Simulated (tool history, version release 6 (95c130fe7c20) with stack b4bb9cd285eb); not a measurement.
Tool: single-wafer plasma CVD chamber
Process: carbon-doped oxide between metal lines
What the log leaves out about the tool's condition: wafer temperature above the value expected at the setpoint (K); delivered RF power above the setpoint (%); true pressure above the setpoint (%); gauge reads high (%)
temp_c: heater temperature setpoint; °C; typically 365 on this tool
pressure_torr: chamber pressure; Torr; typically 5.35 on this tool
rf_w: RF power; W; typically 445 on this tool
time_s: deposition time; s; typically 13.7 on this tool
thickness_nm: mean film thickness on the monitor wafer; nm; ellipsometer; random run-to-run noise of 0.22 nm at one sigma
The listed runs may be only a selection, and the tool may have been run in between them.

run   hour  temp_c  pressure_torr  rf_w  time_s  wafers since the last listed run  hours since the last thermocouple change  hours since the last RF generator calibration  hours since the last manometer calibration  hours since the showerhead was replaced  hours since the gauge calibration  read-back reference wafer on the same gauge, thickness_nm  thickness_nm
  1    0.0     365           5.35   445    13.7                                 0                                    2563.5                                          680.9                                      2698.9                                   6262.1                              187.9                                                     52.022        63.487
  2   18.0     365           5.35   445    13.7                               334                                    2581.5                                          698.9                                      2716.9                                   6280.1                              205.9                                                     52.049        63.342
  3   59.0     365           5.35   445    13.7                               762                                    2622.5                                          739.9                                      2757.9                                   6321.1                              246.9                                                     52.079        63.962
  4   92.6     365           5.35   445    13.7                               624                                    2656.1                                          773.5                                      2791.5                                   6354.7                              280.5                                                     52.046        63.567
  5  124.8     365           5.35   445    13.7                               598                                    2688.3                                          805.7                                      2823.7                                   6386.9                              312.7                                                     52.150        63.949
  6  155.1     365           5.35   445    13.7                               563                                    2718.6                                          836.0                                      2854.0                                   6417.2                              343.0                                                     52.291        63.663
  7  167.1     365           5.35   445    14.5                               223                                    2730.6                                          848.0                                      2866.0                                   6429.2                              355.0                                                     52.180        67.148
     183.9  -- capacitance manometer re-zeroed and calibrated
  8  196.7     365           5.35   445    14.5                               401                                    2760.2                                          877.6                                        12.8                                   6458.8                              384.6                                                     52.253        67.321
     211.4  -- thermocouple changed; heater temperature recalibrated
  9  212.3     365           5.35   445    14.5                               141                                       0.9                                          893.2                                        28.4                                   6474.4                              400.2                                                     52.242        67.631
 10  225.2     362           5.35   445    13.7                               239                                      13.8                                          906.1                                        41.3                                   6487.3                              413.1                                                     52.273        64.378
     273.4  -- RF generator calibrated
     309.3  -- showerhead replaced
 11  309.8     365           5.35   510    13.7                              1275                                      98.4                                           36.4                                       125.9                                      0.5                              497.7                                                     52.336        69.546
     311.9  -- gauge calibrated
 12  330.9     350           5.35   380    13.7                               392                                     119.5                                           57.5                                       147.0                                     21.6                               19.0                                                     51.217        57.812
 13  346.6     365           4.06   445    11.5                               291                                     135.2                                           73.2                                       162.7                                     37.3                               34.7                                                     51.338        51.829
 14  359.7     365           5.35   445    13.7                               243                                     148.3                                           86.3                                       175.8                                     50.4                               47.8                                                     51.379        62.962
 15  372.9     365           5.35   445    13.7                               245                                     161.5                                           99.5                                       189.0                                     63.6                               61.0                                                     51.418        63.179
 16  408.1     355           5.35   445    15.0                               654                                     196.7                                          134.7                                       224.2                                     98.8                               96.2                                                     51.598        70.966
 17  441.7     365           5.35   480    12.3                               624                                     230.3                                          168.3                                       257.8                                    132.4                              129.8                                                     51.729        59.469
 18  467.6     355           5.93   420    15.5                               481                                     256.2                                          194.2                                       283.7                                    158.3                              155.7                                                     51.794        70.858
 19  496.9     360           5.84   415    16.4                               544                                     285.5                                          223.5                                       313.0                                    187.6                              185.0                                                     51.858        73.525
 20  517.5     365           5.35   445    13.7                               382                                     306.1                                          244.1                                       333.6                                    208.2                              205.6                                                     51.929        63.080
 21  546.3     352           5.35   510    11.4                               535                                     334.9                                          272.9                                       362.4                                    237.0                              234.4                                                     51.854        59.626

What if the next run were any one of these 4? Each begins from the tool's condition after run 21:
  A  546.7     365           5.99   445    13.7                                 7                                     335.3                                          273.3                                       362.8                                    237.4                              234.8                                                          ?             ?
  B  546.7     358           5.35   525    13.7                                 7                                     335.3                                          273.3                                       362.8                                    237.4                              234.8                                                          ?             ?
  C  546.7     359           4.70   505    13.7                                 7                                     335.3                                          273.3                                       362.8                                    237.4                              234.8                                                          ?             ?
  D  546.7     354           5.72   530    15.5                                 7                                     335.3                                          273.3                                       362.8                                    237.4                              234.8                                                          ?             ?

run  read-back reference wafer on the same gauge, thickness_nm  thickness_nm
  A                                                     51.968        64.024
  B                                                     51.968        71.813
  C                                                     51.968        69.193
  D                                                     51.968        82.852
With the hidden condition removed and each run's random variation left untouched, the same runs would have given:
run  thickness_nm
  A        63.263
  B        70.960
  C        68.371
  D        81.867
